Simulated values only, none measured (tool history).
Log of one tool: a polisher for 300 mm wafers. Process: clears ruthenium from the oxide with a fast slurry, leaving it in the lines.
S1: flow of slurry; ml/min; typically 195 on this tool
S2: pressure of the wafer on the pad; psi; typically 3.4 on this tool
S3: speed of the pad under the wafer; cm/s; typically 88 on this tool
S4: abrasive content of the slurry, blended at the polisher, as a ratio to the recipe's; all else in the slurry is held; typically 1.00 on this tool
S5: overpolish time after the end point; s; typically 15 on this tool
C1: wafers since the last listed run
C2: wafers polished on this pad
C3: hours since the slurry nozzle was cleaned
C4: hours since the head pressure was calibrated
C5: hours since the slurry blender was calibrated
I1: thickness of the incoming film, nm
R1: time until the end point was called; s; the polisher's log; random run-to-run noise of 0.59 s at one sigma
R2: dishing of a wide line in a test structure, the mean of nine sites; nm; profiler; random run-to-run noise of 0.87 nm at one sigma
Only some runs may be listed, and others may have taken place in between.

run   hour   S1   S2   S3    S4  S5   C1    C2     C3      C4     C5     I1    R1    R2
  1    0.0  195  3.4   88  1.00  15    0   457  531.2  1201.6   23.7  170.8  39.1  39.1
  2   12.1  195  3.4   88  1.00  15  101   558  543.3  1213.7   35.8  169.1  41.8  38.2
  3   23.7  195  3.4   88  1.00  15   96   654  554.9  1225.3   47.4  170.9  42.9  36.9
  4   36.7  195  3.4  108  1.00  15  108   763  567.9  1238.3   60.4  168.7  34.9  40.8
  5   48.6  195  3.4  108  1.00  15   99   862  579.8  1250.2   72.3  167.2  34.7  42.6
  6   62.6  195  3.4  108  1.00  15  116   979  593.8  1264.2   86.3  171.2  36.3  43.5
  7   71.0  195  3.4   88  1.00  13   70  1049  602.2  1272.6   94.7  169.9  43.0  32.7
     100.1  -- slurry blender recalibrated
     101.0  -- worn pad replaced by a new one
  8  118.8  195  3.4   88  1.00  13  374   148  650.0  1320.4   18.7  173.7  40.1  36.9
     129.6  -- slurry nozzle cleaned
  9  135.7  195  3.4   88  1.00  13  132   281    6.1  1337.3   35.6  168.6  40.2  34.4
 10  171.6  240  3.4  114  1.00  15  299   581   42.0  1373.2   71.5  168.0  31.3  43.6
 11  183.2  225  2.5   62  1.00  24   96   678   53.6  1384.8   83.1  170.7  74.5  36.0
 12  197.1  195  3.4   88  1.00  15  116   794   67.5  1398.7   97.0  171.6  44.7  35.7
     200.8  -- slurry blender recalibrated
 13  212.7  195  3.4   88  1.00  15  113   907   83.1  1414.3   11.9  168.2  37.1  40.8
 14  227.7  195  3.4  112  1.00  15  125  1033   98.1  1429.3   26.9  170.2  30.9  44.7
     231.9  -- worn pad replaced by a new one, of another model than before
 15  238.2  165  2.7   88  1.00  15   54    52  108.6  1439.8   37.4  171.2  52.5  32.8
     262.5  -- head pressure recalibrated
 16  292.1  195  3.4   76  1.15  24  433   485  162.5    29.6   91.3  171.3  43.3  48.2
 17  304.8  230  4.6   58  1.00  22  106   591  175.2    42.3  104.0  173.0  41.6  48.4
     322.0  -- slurry blender recalibrated
 18  322.4  130  3.4  104  1.00  15  130   721  192.8    59.9    0.4  171.6  32.2  44.0
 19  333.9  225  2.5   62  1.00  24   96   817  204.3    71.4   11.9  170.7  62.6  39.5

Branching from run 19: 3 alternative next runs. What would each branch give?
  A  334.3  195  3.4  88  1.00  15   3  821  204.7  71.8  12.3  169.8   ?   ?
  B  334.3  195  2.7  88  1.00   7   3  821  204.7  71.8  12.3  169.8   ?   ?
  C  334.3  195  3.4  88  1.00  10   3  821  204.7  71.8  12.3  169.8   ?   ?

run    R1    R2
  A  37.8  39.7
  B  47.6  18.7
  C  37.8  29.9
Had the tool no hidden state, the same runs would have come out as:
run    R1    R2
  A  35.7  41.2
  B  45.0  19.6
  C  35.7  31.2

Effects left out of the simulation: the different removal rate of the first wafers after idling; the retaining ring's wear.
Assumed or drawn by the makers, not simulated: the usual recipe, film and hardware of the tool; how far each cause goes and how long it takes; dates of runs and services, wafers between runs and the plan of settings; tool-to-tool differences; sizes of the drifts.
